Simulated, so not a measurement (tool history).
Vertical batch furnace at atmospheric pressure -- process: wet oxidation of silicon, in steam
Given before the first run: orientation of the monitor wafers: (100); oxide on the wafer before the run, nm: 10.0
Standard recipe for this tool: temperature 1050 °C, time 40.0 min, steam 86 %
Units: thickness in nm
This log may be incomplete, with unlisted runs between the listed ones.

run,hour,temperature,time,steam,"read-back reference wafer on the same gauge, thickness",thickness
1,0.0,1050,40.0,92,355.27,425.88
2,40.4,1050,40.0,86,355.49,409.15
3,72.8,1050,40.0,86,355.43,409.33
# hour 105.5: gauge calibrated
4,107.7,1050,40.0,86,348.41,401.55
# hour 307.2: steam generator serviced
5,307.7,1050,40.0,94,353.84,435.46
6,340.0,1050,40.0,94,354.53,430.87
7,409.3,1050,47.5,86,354.93,454.00
8,470.2,1050,47.5,86,355.69,458.03
9,510.8,1050,40.0,86,355.95,412.66
10,544.3,1067,40.0,97,355.81,486.17
11,595.8,1072,24.0,79,356.05,323.13
# hour 613.4: gauge calibrated
12,637.7,1064,40.0,91,348.58,445.84
# hour 699.9: thermocouples replaced and temperature profile calibrated
13,700.4,1042,40.0,90,350.77,399.19
14,720.6,1027,47.5,78,351.42,372.54
15,788.5,1074,30.0,80,352.47,372.65
16,835.1,1050,46.5,86,353.43,444.18
17,862.4,1050,40.0,86,353.54,409.02

Estimate the outcome of run 18 from the log above:
18,898.3,1050,40.0,86,?,?

read-back reference wafer on the same gauge, thickness: 354.61
thickness: 409.49 nm
Take away the tool's hidden state, keep the run-to-run variation as it was, and the same run would have given thickness 402.43 nm.

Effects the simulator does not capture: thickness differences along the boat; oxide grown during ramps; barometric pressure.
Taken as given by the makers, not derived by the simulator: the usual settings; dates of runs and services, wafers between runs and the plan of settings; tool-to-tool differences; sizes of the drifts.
